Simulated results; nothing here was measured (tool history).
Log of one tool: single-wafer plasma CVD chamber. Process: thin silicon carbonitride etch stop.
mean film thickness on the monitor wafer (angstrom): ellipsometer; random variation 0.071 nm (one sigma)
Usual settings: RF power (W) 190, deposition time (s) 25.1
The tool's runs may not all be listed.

run	hour	RF power (W)	deposition time (s)	wafers since the last listed run	hours since the last thermocouple change	hours since the last RF generator calibration	hours since the showerhead was replaced	hours since the gauge calibration	read-back reference wafer on the same gauge, thickness_nm	mean film thickness on the monitor wafer (angstrom)
1	0.0	190	25.1	0	2232.9	1887.2	3326.0	425.3	14.142	143.00
2	26.9	190	25.1	554	2259.8	1914.1	3352.9	452.2	14.143	143.44
3	60.6	190	25.1	694	2293.5	1947.8	3386.6	485.9	14.126	142.53
4	88.4	190	25.1	573	2321.3	1975.6	3414.4	513.7	14.156	141.69
5	119.7	190	25.1	645	2352.6	2006.9	3445.7	545.0	14.129	142.53
6	153.7	190	25.1	700	2386.6	2040.9	3479.7	579.0	14.116	142.01
7	171.9	190	25.1	375	2404.8	2059.1	3497.9	597.2	14.118	140.94
8	184.3	175	26.9	255	2417.2	2071.5	3510.3	609.6	14.109	150.58
9	213.6	175	26.9	604	2446.5	2100.8	3539.6	638.9	14.130	149.75
10	225.7	190	21.8	249	2458.6	2112.9	3551.7	651.0	14.119	123.30
11	255.7	190	21.8	618	2488.6	2142.9	3581.7	681.0	14.106	123.83
12	276.0	190	21.8	418	2508.9	2163.2	3602.0	701.3	14.088	123.20
# hour 277.4: gauge calibrated
13	304.7	170	27.2	591	2537.6	2191.9	3630.7	27.3	14.308	152.78
14	335.3	225	25.1	630	2568.2	2222.5	3661.3	57.9	14.308	149.14
15	362.2	165	28.6	554	2595.1	2249.4	3688.2	84.8	14.267	159.05
16	393.8	190	25.1	651	2626.7	2281.0	3719.8	116.4	14.201	143.36
17	411.7	190	21.8	369	2644.6	2298.9	3737.7	134.3	14.204	125.56
18	436.7	215	29.0	515	2669.6	2323.9	3762.7	159.3	14.212	169.02
# hour 447.2: RF generator calibrated
# hour 457.2: showerhead replaced
# hour 483.5: thermocouple changed; heater temperature recalibrated
19	494.2	165	28.3	690	10.7	47.0	37.0	216.8	14.146	155.80
20	514.1	160	23.8	410	30.6	66.9	56.9	236.7	14.125	129.77
21	533.1	170	29.3	391	49.6	85.9	75.9	255.7	14.120	162.15
22	545.7	210	25.1	259	62.2	98.5	88.5	268.3	14.114	145.44
23	567.6	200	25.1	451	84.1	120.4	110.4	290.2	14.105	143.89
24	586.8	190	25.1	395	103.3	139.6	129.6	309.4	14.095	142.78
25	617.2	175	25.1	626	133.7	170.0	160.0	339.8	14.061	139.35

Forecast each of these 5 alternatives for the next run:
A	617.6	190	25.1	8	134.1	170.4	160.4	340.2	?	?
B	617.6	160	20.2	8	134.1	170.4	160.4	340.2	?	?
C	617.6	215	20.1	8	134.1	170.4	160.4	340.2	?	?
D	617.6	220	25.1	8	134.1	170.4	160.4	340.2	?	?
E	617.6	225	20.7	8	134.1	170.4	160.4	340.2	?	?

run	read-back reference wafer on the same gauge, thickness_nm	mean film thickness on the monitor wafer (angstrom)
A	14.094	141.94
B	14.094	109.61
C	14.094	117.18
D	14.094	147.18
E	14.094	122.06
Without the tool's hidden state the same runs would have given:
run	mean film thickness on the monitor wafer (angstrom)
A	145.11
B	112.06
C	119.80
D	150.46
E	124.79
